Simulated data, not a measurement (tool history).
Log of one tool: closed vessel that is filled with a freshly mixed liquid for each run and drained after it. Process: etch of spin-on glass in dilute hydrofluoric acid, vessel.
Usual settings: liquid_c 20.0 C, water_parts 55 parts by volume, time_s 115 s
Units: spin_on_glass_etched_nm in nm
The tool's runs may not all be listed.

| run | day | liquid_c | water_parts | time_s | wafers since the last listed run | hours since the thermometer was replaced | hours since the hydrofluoric acid flow meter was replaced | hours since the gauge calibration | read-back film thickness of the spin-on glass reference wafer, read on the same gauge (nm) | spin_on_glass_etched_nm |
|---|---|---|---|---|---|---|---|---|---|---|
| 1 | 0.000 | 20.0 | 55 | 115 | 0 | 1685.3 | 814.8 | 194.6 | 30.00 | 49.73 |
| 2 | 0.562 | 20.0 | 55 | 115 | 1817 | 1698.8 | 828.3 | 208.1 | 30.01 | 50.20 |
| 3 | 0.988 | 20.0 | 55 | 115 | 1373 | 1709.0 | 838.5 | 218.3 | 30.00 | 49.99 |
| 4 | 1.342 | 20.0 | 55 | 115 | 1144 | 1717.5 | 847.0 | 226.8 | 30.00 | 49.30 |
| 5 | 2.008 | 20.0 | 35 | 115 | 2154 | 1733.5 | 863.0 | 242.8 | 29.98 | 79.33 |
| 6 | 2.504 | 20.0 | 35 | 115 | 1602 | 1745.4 | 874.9 | 254.7 | 29.98 | 79.11 |
| 7 | 3.125 | 20.0 | 55 | 115 | 2006 | 1760.3 | 889.8 | 269.6 | 30.02 | 49.61 |
| 8 | 3.492 | 20.0 | 55 | 115 | 1184 | 1769.1 | 898.6 | 278.4 | 30.03 | 49.33 |
| 9 | 4.238 | 20.0 | 55 | 170 | 2410 | 1787.0 | 916.5 | 296.3 | 30.03 | 72.82 |
| 10 | 4.933 | 20.0 | 55 | 170 | 2248 | 1803.7 | 933.2 | 313.0 | 30.00 | 71.62 |
| 11 | 5.221 | 20.0 | 55 | 115 | 928 | 1810.6 | 940.1 | 319.9 | 30.00 | 48.56 |
| 12 | 5.638 | 24.0 | 65 | 115 | 1346 | 1820.6 | 950.1 | 329.9 | 29.98 | 48.36 |
| 13 | 6.083 | 20.0 | 55 | 115 | 1440 | 1831.3 | 960.8 | 340.6 | 29.97 | 48.74 |
|  | 6.275 | thermometer replaced |
| 14 | 6.825 | 20.0 | 55 | 115 | 2261 | 13.2 | 978.6 | 358.4 | 30.00 | 54.20 |
| 15 | 7.529 | 20.0 | 55 | 150 | 2275 | 30.1 | 995.5 | 375.3 | 30.00 | 69.66 |
| 16 | 7.946 | 20.0 | 55 | 145 | 1346 | 40.1 | 1005.5 | 385.3 | 29.98 | 66.97 |
| 17 | 8.512 | 20.0 | 35 | 115 | 1831 | 53.7 | 1019.1 | 398.9 | 29.99 | 86.01 |
| 18 | 8.854 | 21.5 | 30 | 70 | 1104 | 61.9 | 1027.3 | 407.1 | 30.01 | 65.88 |
| 19 | 9.117 | 17.0 | 40 | 85 | 848 | 68.2 | 1033.6 | 413.4 | 30.00 | 48.25 |
| 20 | 9.550 | 21.5 | 65 | 75 | 1400 | 78.6 | 1044.0 | 423.8 | 29.99 | 30.52 |
| 21 | 9.958 | 22.5 | 30 | 115 | 1319 | 88.4 | 1053.8 | 433.6 | 29.99 | 111.19 |
| 22 | 10.238 | 20.0 | 70 | 115 | 902 | 95.1 | 1060.5 | 440.3 | 30.00 | 40.44 |
|  | 10.329 | hydrofluoric acid flow meter replaced |
| 23 | 10.800 | 20.0 | 75 | 75 | 1682 | 108.6 | 11.3 | 453.8 | 30.00 | 27.04 |
| 24 | 11.104 | 20.0 | 25 | 155 | 982 | 115.9 | 18.6 | 461.1 | 30.01 | 177.77 |
| 25 | 11.483 | 24.5 | 55 | 115 | 1225 | 125.0 | 27.7 | 470.2 | 30.00 | 69.86 |
|  | 11.771 | gauge calibrated |
| 26 | 12.058 | 20.0 | 45 | 115 | 1857 | 138.8 | 41.5 | 6.9 | 30.00 | 70.68 |
| 27 | 13.754 | 21.5 | 85 | 85 | 5479 | 179.5 | 82.2 | 47.6 | 29.99 | 28.11 |
| 28 | 14.029 | 17.5 | 35 | 65 | 888 | 186.1 | 88.8 | 54.2 | 30.00 | 46.63 |
| 29 | 14.754 | 23.0 | 25 | 115 | 2342 | 203.5 | 106.2 | 71.6 | 29.98 | 147.89 |
| 30 | 15.475 | 20.0 | 25 | 155 | 2329 | 220.8 | 123.5 | 88.9 | 30.00 | 174.88 |
| 31 | 17.279 | 17.0 | 70 | 50 | 5829 | 264.1 | 166.8 | 132.2 | 30.00 | 16.76 |
| 32 | 17.962 | 22.5 | 45 | 115 | 2208 | 280.5 | 183.2 | 148.6 | 30.02 | 77.90 |
| 33 | 18.900 | 24.5 | 40 | 115 | 3029 | 303.0 | 205.7 | 171.1 | 29.99 | 95.66 |
| 34 | 19.158 | 17.0 | 55 | 55 | 834 | 309.2 | 211.9 | 177.3 | 30.01 | 23.81 |

4 ways to go on from here, each from the tool as it stands after run 34. What would each give?
| A | 19.188 | 20.0 | 55 | 115 | 94 | 309.9 | 212.6 | 178.0 | ? | ? |
| B | 19.188 | 23.0 | 80 | 90 | 94 | 309.9 | 212.6 | 178.0 | ? | ? |
| C | 19.188 | 25.0 | 65 | 165 | 94 | 309.9 | 212.6 | 178.0 | ? | ? |
| D | 19.188 | 18.0 | 55 | 165 | 94 | 309.9 | 212.6 | 178.0 | ? | ? |

| run | read-back film thickness of the spin-on glass reference wafer, read on the same gauge (nm) | spin_on_glass_etched_nm |
|---|---|---|
| A | 30.00 | 56.88 |
| B | 30.00 | 33.63 |
| C | 30.00 | 83.92 |
| D | 30.00 | 74.91 |
Without the tool's hidden state the same runs would have given:
| run | spin_on_glass_etched_nm |
|---|---|
| A | 59.28 |
| B | 35.04 |
| C | 87.39 |
| D | 78.10 |
